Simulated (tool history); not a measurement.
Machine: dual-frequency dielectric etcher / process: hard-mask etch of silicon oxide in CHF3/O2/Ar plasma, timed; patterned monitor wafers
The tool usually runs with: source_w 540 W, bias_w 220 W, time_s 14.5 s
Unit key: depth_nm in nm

run,hour,source_w,bias_w,time_s,"read-back reference wafer on the same gauge, depth_nm",depth_nm
1,0.0,540,202,14.5,23.59,26.15
2,15.0,540,202,14.5,23.62,26.21
3,50.1,580,203,14.5,23.62,27.43
4,84.7,580,203,14.5,23.64,27.47
5,105.2,580,203,14.5,23.65,27.37
6,127.1,540,220,17.5,23.66,32.65
# hour 130.7: gauge calibrated
7,139.3,540,199,14.5,23.43,25.94
8,168.2,540,199,14.5,23.48,25.84
# hour 180.3: bias power generator calibrated
9,196.5,540,220,14.5,23.54,26.91
10,216.0,540,220,14.5,23.55,27.12
# hour 233.9: source power generator calibrated
11,247.3,540,202,17.0,23.59,30.77
# hour 294.3: upper electrode replaced
12,294.8,480,220,14.5,23.62,25.22
13,304.5,540,220,14.5,23.64,27.02
14,326.9,540,220,18.0,23.64,33.60
15,359.4,430,201,18.0,23.64,28.08
# hour 375.0: gauge calibrated
16,379.0,540,194,16.0,23.40,28.18
# hour 408.7: wet clean of the chamber
17,409.2,460,193,12.0,23.47,19.11
18,428.3,580,220,18.5,23.52,35.90
19,455.9,630,180,17.5,23.55,33.07
20,470.2,540,220,14.5,23.56,27.06
21,500.0,540,204,10.0,23.59,18.08
22,527.5,410,174,16.5,23.62,23.39

4 ways to go on from here, each from the tool as it stands after run 22. What would each give?
A,527.9,540,220,14.5,?,?
B,527.9,660,269,17.5,?,?
C,527.9,540,245,18.5,?,?
D,527.9,540,167,14.5,?,?

run,"read-back reference wafer on the same gauge, depth_nm",depth_nm
A,23.59,27.00
B,23.59,39.51
C,23.59,35.93
D,23.59,24.29
With the hidden condition removed and each run's random variation left untouched, the same runs would have given:
run,depth_nm
A,26.76
B,39.16
C,35.61
D,24.08

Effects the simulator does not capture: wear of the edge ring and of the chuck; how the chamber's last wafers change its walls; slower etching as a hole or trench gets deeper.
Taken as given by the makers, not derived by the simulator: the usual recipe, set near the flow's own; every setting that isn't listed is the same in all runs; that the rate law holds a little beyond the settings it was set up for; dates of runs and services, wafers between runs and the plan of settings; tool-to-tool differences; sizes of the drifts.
